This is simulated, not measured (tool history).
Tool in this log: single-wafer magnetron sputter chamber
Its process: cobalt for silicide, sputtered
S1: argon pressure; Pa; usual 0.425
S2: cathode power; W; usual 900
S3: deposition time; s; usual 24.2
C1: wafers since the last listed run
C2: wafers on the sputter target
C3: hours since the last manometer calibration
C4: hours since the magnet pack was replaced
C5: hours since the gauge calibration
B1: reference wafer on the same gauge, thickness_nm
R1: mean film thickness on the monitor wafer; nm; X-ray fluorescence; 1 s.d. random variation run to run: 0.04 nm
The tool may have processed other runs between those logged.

| run | hour | S1 | S2 | S3 | C1 | C2 | C3 | C4 | C5 | B1 | R1 |
|---|---|---|---|---|---|---|---|---|---|---|---|
| 1 | 0.0 | 0.425 | 900 | 24.2 | 0 | 6055 | 486.2 | 11026.9 | 617.6 | 10.199 | 11.844 |
| 2 | 103.2 | 0.425 | 900 | 24.2 | 1362 | 7418 | 589.4 | 11130.1 | 720.8 | 10.200 | 11.891 |
|  | 118.3 | sputter target and shields replaced |
| 3 | 169.4 | 0.425 | 900 | 24.2 | 768 | 675 | 655.6 | 11196.3 | 787.0 | 10.198 | 11.905 |
| 4 | 206.5 | 0.425 | 800 | 24.2 | 489 | 1164 | 692.7 | 11233.4 | 824.1 | 10.200 | 10.505 |
| 5 | 314.0 | 0.425 | 900 | 24.2 | 1419 | 2584 | 800.2 | 11340.9 | 931.6 | 10.205 | 11.817 |
| 6 | 359.8 | 0.425 | 900 | 24.2 | 604 | 3188 | 846.0 | 11386.7 | 977.4 | 10.207 | 11.799 |
| 7 | 463.8 | 0.425 | 900 | 22.4 | 1373 | 4561 | 950.0 | 11490.7 | 1081.4 | 10.204 | 10.953 |
| 8 | 500.2 | 0.425 | 900 | 22.4 | 480 | 5042 | 986.4 | 11527.1 | 1117.8 | 10.205 | 10.978 |
|  | 601.0 | sputter target and shields replaced |
| 9 | 607.0 | 0.302 | 900 | 24.2 | 1304 | 78 | 1093.2 | 11633.9 | 1224.6 | 10.191 | 12.227 |
| 10 | 680.9 | 0.425 | 900 | 24.2 | 975 | 1054 | 1167.1 | 11707.8 | 1298.5 | 10.204 | 11.886 |
| 11 | 786.1 | 0.305 | 900 | 22.4 | 1388 | 2443 | 1272.3 | 11813.0 | 1403.7 | 10.202 | 11.251 |
| 12 | 870.9 | 0.305 | 900 | 22.4 | 1119 | 3562 | 1357.1 | 11897.8 | 1488.5 | 10.200 | 11.310 |
| 13 | 951.7 | 0.305 | 900 | 22.4 | 1066 | 4629 | 1437.9 | 11978.6 | 1569.3 | 10.212 | 11.297 |
| 14 | 991.0 | 0.331 | 900 | 24.2 | 518 | 5148 | 1477.2 | 12017.9 | 1608.6 | 10.196 | 12.127 |
| 15 | 1046.0 | 0.331 | 900 | 24.2 | 726 | 5874 | 1532.2 | 12072.9 | 1663.6 | 10.201 | 12.094 |
| 16 | 1093.2 | 0.495 | 900 | 24.2 | 623 | 6497 | 1579.4 | 12120.1 | 1710.8 | 10.215 | 11.581 |
| 17 | 1142.6 | 0.554 | 1100 | 24.2 | 652 | 7149 | 1628.8 | 12169.5 | 1760.2 | 10.191 | 13.863 |
|  | 1169.5 | sputter target and shields replaced |
| 18 | 1226.7 | 0.304 | 900 | 27.4 | 1004 | 755 | 1712.9 | 12253.6 | 1844.3 | 10.202 | 13.757 |
| 19 | 1278.2 | 0.425 | 900 | 22.7 | 679 | 1435 | 1764.4 | 12305.1 | 1895.8 | 10.201 | 10.999 |
| 20 | 1315.7 | 0.425 | 900 | 22.1 | 495 | 1930 | 1801.9 | 12342.6 | 1933.3 | 10.196 | 10.686 |
| 21 | 1372.9 | 0.525 | 1050 | 28.5 | 755 | 2685 | 1859.1 | 12399.8 | 1990.5 | 10.207 | 15.727 |
| 22 | 1466.0 | 0.425 | 1000 | 26.0 | 1229 | 3915 | 1952.2 | 12492.9 | 2083.6 | 10.195 | 14.021 |
| 23 | 1505.7 | 0.514 | 900 | 27.7 | 524 | 4439 | 1991.9 | 12532.6 | 2123.3 | 10.196 | 13.139 |
|  | 1563.1 | gauge calibrated |
|  | 1565.4 | magnet pack replaced |
| 24 | 1591.8 | 0.518 | 900 | 28.3 | 1031 | 5470 | 2078.0 | 26.4 | 28.7 | 10.203 | 13.269 |
| 25 | 1668.0 | 0.554 | 1100 | 24.2 | 1006 | 6476 | 2154.2 | 102.6 | 104.9 | 10.200 | 13.872 |
|  | 1695.5 | capacitance manometer re-zeroed and calibrated |
|  | 1802.9 | sputter target and shields replaced |
| 26 | 1951.0 | 0.425 | 900 | 24.2 | 3524 | 1954 | 255.5 | 385.6 | 387.9 | 10.216 | 11.887 |
| 27 | 2007.6 | 0.425 | 900 | 24.2 | 747 | 2701 | 312.1 | 442.2 | 444.5 | 10.205 | 11.917 |
| 28 | 2060.3 | 0.425 | 900 | 24.2 | 695 | 3397 | 364.8 | 494.9 | 497.2 | 10.207 | 11.959 |
| 29 | 2142.6 | 0.425 | 1050 | 28.5 | 1086 | 4484 | 447.1 | 577.2 | 579.5 | 10.207 | 16.348 |
| 30 | 2179.1 | 0.425 | 1050 | 24.2 | 481 | 4966 | 483.6 | 613.7 | 616.0 | 10.205 | 13.868 |
| 31 | 2380.0 | 0.522 | 900 | 29.0 | 2652 | 7618 | 684.5 | 814.6 | 816.9 | 10.208 | 13.991 |
|  | 2440.3 | sputter target and shields replaced |
| 32 | 2461.5 | 0.425 | 900 | 24.2 | 970 | 279 | 766.0 | 896.1 | 898.4 | 10.201 | 11.888 |
| 33 | 2511.5 | 0.305 | 900 | 22.4 | 660 | 939 | 816.0 | 946.1 | 948.4 | 10.195 | 11.329 |
| 34 | 2604.8 | 0.425 | 900 | 24.2 | 1231 | 2171 | 909.3 | 1039.4 | 1041.7 | 10.197 | 11.950 |
| 35 | 2647.4 | 0.425 | 1100 | 28.8 | 562 | 2733 | 951.9 | 1082.0 | 1084.3 | 10.204 | 17.372 |

4 ways to go on from here, each from the tool as it stands after run 35. What would each give?
| A | 2647.8 | 0.425 | 900 | 24.2 | 5 | 2739 | 952.3 | 1082.4 | 1084.7 | ? | ? |
| B | 2647.8 | 0.351 | 900 | 21.9 | 5 | 2739 | 952.3 | 1082.4 | 1084.7 | ? | ? |
| C | 2647.8 | 0.538 | 1050 | 24.2 | 5 | 2739 | 952.3 | 1082.4 | 1084.7 | ? | ? |
| D | 2647.8 | 0.523 | 900 | 24.2 | 5 | 2739 | 952.3 | 1082.4 | 1084.7 | ? | ? |

| run | B1 | R1 |
|---|---|---|
| A | 10.204 | 11.912 |
| B | 10.204 | 10.994 |
| C | 10.204 | 13.491 |
| D | 10.204 | 11.609 |
Without the tool's hidden state the same runs would have given:
| run | R1 |
|---|---|
| A | 11.987 |
| B | 11.053 |
| C | 13.592 |
| D | 11.694 |

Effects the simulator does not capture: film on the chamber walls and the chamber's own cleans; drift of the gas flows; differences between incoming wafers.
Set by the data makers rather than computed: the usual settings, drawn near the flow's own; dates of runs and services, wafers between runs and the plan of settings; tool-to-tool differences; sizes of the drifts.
